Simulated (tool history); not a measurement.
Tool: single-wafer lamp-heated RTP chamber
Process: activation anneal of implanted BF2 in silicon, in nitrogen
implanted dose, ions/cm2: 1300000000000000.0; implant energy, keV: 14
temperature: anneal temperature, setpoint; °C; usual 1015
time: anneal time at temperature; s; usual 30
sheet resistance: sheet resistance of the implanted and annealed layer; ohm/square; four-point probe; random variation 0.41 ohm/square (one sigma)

run	day	temperature	time	wafers since the last listed run	wafers since the last pyrometer calibration	wafers since the reflector plate was cleaned	hours since the gauge calibration	read-back reference wafer on the same gauge, sheet resistance	sheet resistance
1	0.000	1015	34	0	37	5401	715.3	163.93	151.55
2	1.542	1015	34	432	470	5834	752.3	163.91	151.25
# day 2.342: reflector plate cleaned
3	4.104	1015	22	625	1095	494	813.8	163.95	172.71
4	5.196	1015	22	306	1401	800	840.0	163.93	171.00
5	7.008	1015	22	508	1910	1309	883.5	163.97	169.68
6	8.188	1000	30	330	2241	1640	911.8	164.01	181.79
7	11.138	1000	30	827	3069	2468	982.6	163.89	180.92
8	13.946	1023	30	788	3857	3256	1050.0	163.95	148.86
9	15.000	1015	30	295	4153	3552	1075.3	164.18	156.46
10	17.817	1015	30	790	4943	4342	1142.9	164.17	156.03
11	19.204	1015	30	389	5333	4731	1176.2	163.96	156.17
# day 22.129: gauge calibrated
12	24.721	1045	42	1548	6881	6280	62.2	163.96	123.18
# day 26.500: pyrometer window cleaned and pyrometer calibrated
13	27.246	1002	20	615	209	6895	122.8	163.97	192.41
# day 28.471: reflector plate cleaned
14	28.492	1025	17	256	465	5	152.7	164.06	170.54
15	29.346	986	24	239	705	245	173.2	163.85	224.70
16	30.838	1040	42	418	1124	663	209.0	163.97	128.64
17	33.758	1037	25	819	1943	1483	279.1	163.98	143.80
18	35.892	1015	30	598	2542	2081	330.3	164.05	157.36
19	38.296	1015	17	674	3217	2756	388.0	163.98	180.19
20	41.092	1015	30	784	4001	3541	455.1	164.11	156.33
21	46.867	1035	17	1620	5622	5161	593.7	163.87	154.17
22	49.575	1015	30	760	6382	5921	658.7	163.88	155.83
23	50.658	1015	30	304	6686	6225	684.7	163.95	155.44

Some steps in sheet resistance between neighbouring runs. How much of each would the tool show without its hidden state too (settings, what came in, random variation), and how much is left for the hidden state, with any gauge scatter that isn't in both results?
The hidden state here: true wafer temperature minus pyrometer reading, K; wafer temperature error from the tarnished reflector plate, K; gauge reads high (%).
Run 12 -> 13: temperature 1045 -> 1002, time 42 -> 20, pyrometer window cleaned and pyrometer calibrated. sheet resistance +69.23 ohm/square: hidden state -4.96, all else +74.19.
Run 13 -> 14: temperature 1002 -> 1025, time 20 -> 17, reflector plate cleaned. sheet resistance -21.87 ohm/square: hidden state +7.64, all else -29.51.
Run 15 -> 16: temperature 986 -> 1040, time 24 -> 42. sheet resistance -96.06 ohm/square: hidden state +0.57, all else -96.63.
